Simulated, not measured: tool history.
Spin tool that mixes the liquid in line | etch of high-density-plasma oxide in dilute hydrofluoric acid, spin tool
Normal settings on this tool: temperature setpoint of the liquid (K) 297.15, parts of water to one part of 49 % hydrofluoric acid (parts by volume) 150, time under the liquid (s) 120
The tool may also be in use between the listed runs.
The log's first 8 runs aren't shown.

run    hour  temperature setpoint of the liquid (K)  parts of water to one part of 49 % hydrofluoric acid (parts by volume)  time under the liquid (s)  wafers since the last listed run  hours since the thermometer was replaced  hours since the hydrofluoric acid flow meter was replaced  hours since the gauge calibration  read-back film thickness of the high-density-plasma oxide reference wafer, read on the same gauge (nm)  thickness taken off the high-density-plasma oxide on a monitor wafer (nm)
  9   418.2                                  297.15                                                                     150                        120                               488                                     847.5                                                      432.1                              586.6                                                                                                   39.97                                                                       8.60
      500.0  -- hydrofluoric acid flow meter replaced
 10   553.8                                  297.15                                                                     150                        120                              1342                                     983.1                                                       53.8                              722.2                                                                                                   40.00                                                                       8.30
 11   624.1                                  295.15                                                                     150                        120                               701                                    1053.4                                                      124.1                              792.5                                                                                                   39.99                                                                       7.68
      647.8  -- thermometer replaced
 12   661.9                                  297.15                                                                     150                        120                               367                                      14.1                                                      161.9                              830.3                                                                                                   40.01                                                                       7.96
 13   731.3                                  297.15                                                                     150                        120                               692                                      83.5                                                      231.3                              899.7                                                                                                   40.00                                                                       8.06
 14   792.6                                  297.15                                                                     150                         65                               611                                     144.8                                                      292.6                              961.0                                                                                                   40.01                                                                       4.43
 15   823.0                                  297.15                                                                     150                         65                               303                                     175.2                                                      323.0                              991.4                                                                                                   39.98                                                                       4.46
 16   852.3                                  297.15                                                                     150                         65                               292                                     204.5                                                      352.3                             1020.7                                                                                                   40.03                                                                       4.49
 17   900.8                                  297.15                                                                     150                         75                               483                                     253.0                                                      400.8                             1069.2                                                                                                   40.02                                                                       5.19
 18   958.1                                  293.15                                                                     150                        120                               571                                     310.3                                                      458.1                             1126.5                                                                                                   40.00                                                                       7.15
      984.8  -- hydrofluoric acid flow meter replaced
 19  1077.6                                  292.15                                                                     150                        120                              1182                                     429.8                                                       92.8                             1246.0                                                                                                   40.00                                                                       6.72
 20  1250.8                                  294.15                                                                     120                        185                              1727                                     603.0                                                      266.0                             1419.2                                                                                                   40.01                                                                      14.91
     1251.4  -- gauge calibrated
 21  1277.2                                  297.15                                                                     150                        120                               263                                     629.4                                                      292.4                               25.8                                                                                                   40.03                                                                       8.42
 22  1336.3                                  297.15                                                                     150                        190                               589                                     688.5                                                      351.5                               84.9                                                                                                   39.98                                                                      13.38
     1495.3  -- hydrofluoric acid flow meter replaced
 23  1512.8                                  298.65                                                                     100                        120                              1750                                     865.0                                                       17.5                              261.4                                                                                                   40.01                                                                      13.88
 24  1540.0                                  292.15                                                                     150                        120                               271                                     892.2                                                       44.7                              288.6                                                                                                   39.99                                                                       6.84
 25  1569.1                                  297.15                                                                     150                        120                               290                                     921.3                                                       73.8                              317.7                                                                                                   40.00                                                                       8.30
 26  1628.0                                  293.15                                                                     150                         95                               587                                     980.2                                                      132.7                              376.6                                                                                                   40.00                                                                       5.64
 27  1664.5                                  297.15                                                                      95                        140                               364                                    1016.7                                                      169.2                              413.1                                                                                                   40.00                                                                      16.62
     1699.2  -- thermometer replaced
 28  1762.1                                  299.15                                                                     110                        150                               963                                      62.9                                                      266.8                              510.7                                                                                                   40.03                                                                      15.67
 29  1796.0                                  299.65                                                                     125                        165                               338                                      96.8                                                      300.7                              544.6                                                                                                   39.98                                                                      15.23
 30  1864.2                                  295.65                                                                     110                         65                               680                                     165.0                                                      368.9                              612.8                                                                                                   40.00                                                                       5.99
     1951.1  -- hydrofluoric acid flow meter replaced
 31  2046.1                                  301.15                                                                     210                         95                              1804                                     346.9                                                       95.0                              794.7                                                                                                   39.98                                                                       4.90
 32  2089.3                                  297.15                                                                     150                        120                               430                                     390.1                                                      138.2                              837.9                                                                                                   40.00                                                                       8.08
 33  2119.8                                  294.65                                                                     150                        100                               304                                     420.6                                                      168.7                              868.4                                                                                                   40.01                                                                       6.17

3 ways to go on from here, each from the tool as it stands after run 33. What would each give?
  A  2120.3                                  297.15                                                                     150                        120                                 4                                     421.1                                                      169.2                              868.9                                                                                                       ?                                                                          ?
  B  2120.3                                  297.15                                                                      95                        120                                 4                                     421.1                                                      169.2                              868.9                                                                                                       ?                                                                          ?
  C  2120.3                                  297.15                                                                     200                        120                                 4                                     421.1                                                      169.2                              868.9                                                                                                       ?                                                                          ?

run  read-back film thickness of the high-density-plasma oxide reference wafer, read on the same gauge (nm)  thickness taken off the high-density-plasma oxide on a monitor wafer (nm)
  A                                                                                                   40.01                                                                       8.13
  B                                                                                                   40.01                                                                      13.70
  C                                                                                                   40.01                                                                       5.77
Without the tool's hidden state the same runs would have given:
run  thickness taken off the high-density-plasma oxide on a monitor wafer (nm)
  A                                                                       7.76
  B                                                                      13.09
  C                                                                       5.51

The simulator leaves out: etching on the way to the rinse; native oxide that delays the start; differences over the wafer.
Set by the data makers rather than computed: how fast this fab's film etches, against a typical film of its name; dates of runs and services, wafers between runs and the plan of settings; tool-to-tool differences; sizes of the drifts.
